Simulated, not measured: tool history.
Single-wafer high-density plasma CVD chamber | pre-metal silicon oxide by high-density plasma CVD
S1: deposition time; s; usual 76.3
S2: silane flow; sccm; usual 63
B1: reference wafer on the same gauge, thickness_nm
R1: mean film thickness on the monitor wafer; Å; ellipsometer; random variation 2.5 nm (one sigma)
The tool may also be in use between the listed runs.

run 1 hour=0 | S1=66.3 S2=63 | B1=524.078 | R1=4336.14
run 2 hour=33.9 | S1=76.3 S2=67 | B1=523.804 | R1=5251.17
run 3 hour=63.3 | S1=76.3 S2=67 | B1=523.254 | R1=5284.74
run 4 hour=92.5 | S1=76.3 S2=68 | B1=523.699 | R1=5342.59
run 5 hour=120.9 | S1=76.3 S2=68 | B1=523.859 | R1=5286.32
run 6 hour=149.2 | S1=76.3 S2=68 | B1=523.975 | R1=5346.86
run 7 hour=161.8 | S1=65 S2=63 | B1=524.139 | R1=4283.75
run 8 hour=178.3 | S1=88.8 S2=52 | B1=523.596 | R1=5007.21
run 9 hour=193.1 | S1=76.3 S2=63 | B1=523.181 | R1=4994.48
-- hour=199.7 gauge calibrated
run 10 hour=228.4 | S1=85.8 S2=72 | B1=523.521 | R1=6321.48
-- hour=245.8 silane flow controller replaced
run 11 hour=313.9 | S1=86 S2=52 | B1=523.664 | R1=4863.77
run 12 hour=345.8 | S1=63.2 S2=63 | B1=523.697 | R1=4146.28
run 13 hour=368.2 | S1=76.3 S2=63 | B1=524.982 | R1=5002.38
-- hour=402.9 gauge calibrated
run 14 hour=403.8 | S1=76.3 S2=63 | B1=523.542 | R1=4996.08
run 15 hour=417.5 | S1=66.2 S2=59 | B1=524.516 | R1=4096.35

4 ways to go on from here, each from the tool as it stands after run 15. What would each give?
run A hour=417.9 | S1=87.9 S2=63 | B1=? | R1=?
run B hour=417.9 | S1=76.3 S2=53 | B1=? | R1=?
run C hour=417.9 | S1=69.5 S2=60 | B1=? | R1=?
run D hour=417.9 | S1=66.6 S2=73 | B1=? | R1=?

run=A B1=524.643 R1=5732.97
run=B B1=524.643 R1=4323.61
run=C B1=524.643 R1=4354.51
run=D B1=524.643 R1=4913.55
Without the tool's hidden state the same runs would have given:
run=A R1=5732.97
run=B R1=4323.61
run=C R1=4354.51
run=D R1=4913.55

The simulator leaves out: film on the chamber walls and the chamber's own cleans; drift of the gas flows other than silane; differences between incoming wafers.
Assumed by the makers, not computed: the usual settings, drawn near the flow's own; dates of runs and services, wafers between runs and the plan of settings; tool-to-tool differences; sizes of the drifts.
